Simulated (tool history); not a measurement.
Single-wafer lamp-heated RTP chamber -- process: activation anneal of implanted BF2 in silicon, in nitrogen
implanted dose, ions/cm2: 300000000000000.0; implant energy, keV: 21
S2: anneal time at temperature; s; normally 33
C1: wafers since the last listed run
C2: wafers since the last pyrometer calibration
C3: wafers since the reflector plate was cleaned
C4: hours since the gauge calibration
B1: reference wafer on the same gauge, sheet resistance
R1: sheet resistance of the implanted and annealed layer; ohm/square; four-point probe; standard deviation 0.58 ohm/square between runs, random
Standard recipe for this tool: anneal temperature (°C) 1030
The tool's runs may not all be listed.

{"run": 1, "day": 0.0, "anneal temperature (°C)": 1030, "S2": 29, "C1": 0, "C2": 1297, "C3": 166, "C4": 1408.3, "B1": 418.12, "R1": 388.13}
{"run": 2, "day": 4.471, "anneal temperature (°C)": 1030, "S2": 29, "C1": 1654, "C2": 2952, "C3": 1821, "C4": 1515.6, "B1": 417.99, "R1": 387.2}
{"run": 3, "day": 7.2, "anneal temperature (°C)": 1030, "S2": 33, "C1": 1010, "C2": 3962, "C3": 2831, "C4": 1581.1, "B1": 417.97, "R1": 385.79}
{"run": 4, "day": 9.829, "anneal temperature (°C)": 1030, "S2": 21, "C1": 973, "C2": 4935, "C3": 3804, "C4": 1644.2, "B1": 417.85, "R1": 389.94}
{"run": 5, "day": 11.783, "anneal temperature (°C)": 1030, "S2": 33, "C1": 723, "C2": 5658, "C3": 4528, "C4": 1691.1, "B1": 417.99, "R1": 385.34}
{"run": 6, "day": 13.708, "anneal temperature (°C)": 1030, "S2": 33, "C1": 712, "C2": 6371, "C3": 5240, "C4": 1737.3, "B1": 418.13, "R1": 385.34}
{"day": 15.312, "done": "pyrometer window cleaned and pyrometer calibrated"}
{"run": 7, "day": 17.717, "anneal temperature (°C)": 1030, "S2": 27, "C1": 1360, "C2": 889, "C3": 6601, "C4": 1833.5, "B1": 417.82, "R1": 390.64}
{"run": 8, "day": 20.242, "anneal temperature (°C)": 1030, "S2": 27, "C1": 934, "C2": 1823, "C3": 7535, "C4": 1894.1, "B1": 417.87, "R1": 388.94}
{"run": 9, "day": 22.642, "anneal temperature (°C)": 1030, "S2": 27, "C1": 888, "C2": 2712, "C3": 8423, "C4": 1951.7, "B1": 418.05, "R1": 387.07}
{"day": 23.462, "done": "reflector plate cleaned"}
{"run": 10, "day": 27.096, "anneal temperature (°C)": 1030, "S2": 22, "C1": 1525, "C2": 4237, "C3": 1344, "C4": 2058.6, "B1": 417.97, "R1": 391.04}
{"run": 11, "day": 28.704, "anneal temperature (°C)": 1030, "S2": 22, "C1": 595, "C2": 4832, "C3": 1939, "C4": 2097.2, "B1": 418.25, "R1": 390.03}
{"run": 12, "day": 31.404, "anneal temperature (°C)": 1030, "S2": 22, "C1": 999, "C2": 5832, "C3": 2939, "C4": 2162, "B1": 417.87, "R1": 390.88}
{"run": 13, "day": 34.904, "anneal temperature (°C)": 1015, "S2": 19, "C1": 1295, "C2": 7127, "C3": 4234, "C4": 2246, "B1": 417.93, "R1": 393.33}
{"day": 35.3, "done": "pyrometer window cleaned and pyrometer calibrated"}
{"run": 14, "day": 36.796, "anneal temperature (°C)": 1015, "S2": 19, "C1": 576, "C2": 554, "C3": 4811, "C4": 2291.4, "B1": 417.94, "R1": 394.64}
{"run": 15, "day": 38.975, "anneal temperature (°C)": 1030, "S2": 33, "C1": 806, "C2": 1361, "C3": 5618, "C4": 2343.7, "B1": 418.13, "R1": 386.61}
{"run": 16, "day": 42.004, "anneal temperature (°C)": 1030, "S2": 33, "C1": 1121, "C2": 2482, "C3": 6739, "C4": 2416.4, "B1": 418.02, "R1": 386.16}
{"day": 44.967, "done": "gauge calibrated"}
{"run": 17, "day": 46.071, "anneal temperature (°C)": 1049, "S2": 23, "C1": 1505, "C2": 3987, "C3": 8244, "C4": 26.5, "B1": 417.93, "R1": 386.48}
{"day": 49.271, "done": "reflector plate cleaned"}
{"run": 18, "day": 49.429, "anneal temperature (°C)": 1030, "S2": 41, "C1": 1119, "C2": 5107, "C3": 58, "C4": 107.1, "B1": 418.15, "R1": 383.18}
{"day": 51.704, "done": "pyrometer window cleaned and pyrometer calibrated"}
{"run": 19, "day": 52.392, "anneal temperature (°C)": 1059, "S2": 24, "C1": 973, "C2": 254, "C3": 1031, "C4": 178.2, "B1": 418.07, "R1": 385.21}
{"run": 20, "day": 54.275, "anneal temperature (°C)": 1030, "S2": 33, "C1": 697, "C2": 951, "C3": 1728, "C4": 223.4, "B1": 418.27, "R1": 387.19}
{"run": 21, "day": 56.075, "anneal temperature (°C)": 1042, "S2": 33, "C1": 666, "C2": 1617, "C3": 2394, "C4": 266.6, "B1": 418.04, "R1": 384.62}
{"run": 22, "day": 58.862, "anneal temperature (°C)": 1030, "S2": 48, "C1": 1031, "C2": 2649, "C3": 3426, "C4": 333.5, "B1": 418.08, "R1": 381.75}
{"day": 68.738, "done": "pyrometer window cleaned and pyrometer calibrated"}
{"run": 23, "day": 69.15, "anneal temperature (°C)": 1002, "S2": 48, "C1": 3684, "C2": 152, "C3": 7110, "C4": 580.4, "B1": 417.98, "R1": 389.22}
{"run": 24, "day": 72.238, "anneal temperature (°C)": 1006, "S2": 26, "C1": 1142, "C2": 1295, "C3": 8253, "C4": 654.5, "B1": 418.04, "R1": 391.18}
{"day": 73.138, "done": "reflector plate cleaned"}
{"run": 25, "day": 80.862, "anneal temperature (°C)": 1010, "S2": 43, "C1": 3069, "C2": 4364, "C3": 2859, "C4": 861.5, "B1": 418.14, "R1": 386.24}
{"run": 26, "day": 85.304, "anneal temperature (°C)": 1049, "S2": 50, "C1": 1644, "C2": 6008, "C3": 4503, "C4": 968.1, "B1": 418.03, "R1": 374.5}
{"run": 27, "day": 86.875, "anneal temperature (°C)": 1030, "S2": 33, "C1": 581, "C2": 6589, "C3": 5085, "C4": 1005.8, "B1": 417.9, "R1": 386.39}
{"day": 87.433, "done": "pyrometer window cleaned and pyrometer calibrated"}
{"run": 28, "day": 88.967, "anneal temperature (°C)": 1002, "S2": 18, "C1": 650, "C2": 567, "C3": 5736, "C4": 1056, "B1": 418.01, "R1": 393.89}

Pick out some run-to-run changes in R1. Of each, how much would a tool without hidden state show as well, from the settings, what came in and chance, and how much is left for the hidden state and any gauge scatter not in both results compared?
The tool's hidden condition here consists of: true wafer temperature minus pyrometer reading, K; wafer temperature error from the tarnished reflector plate, K; gauge reads high (%).
Run 18 -> 19: anneal temperature (°C) 1030 -> 1059, S2 41 -> 24, pyrometer window cleaned and pyrometer calibrated. R1 +2.03 ohm/square: hidden state +2.87, all else -0.84.
Run 25 -> 26: anneal temperature (°C) 1010 -> 1049, S2 43 -> 50. R1 -11.74 ohm/square: hidden state -1.87, all else -9.87.
Run 26 -> 27: anneal temperature (°C) 1049 -> 1030, S2 50 -> 33. R1 +11.89 ohm/square: hidden state +1.25, all else +10.64.
Run 27 -> 28: anneal temperature (°C) 1030 -> 1002, S2 33 -> 18, pyrometer window cleaned and pyrometer calibrated. R1 +7.5 ohm/square: hidden state +2.21, all else +5.29.
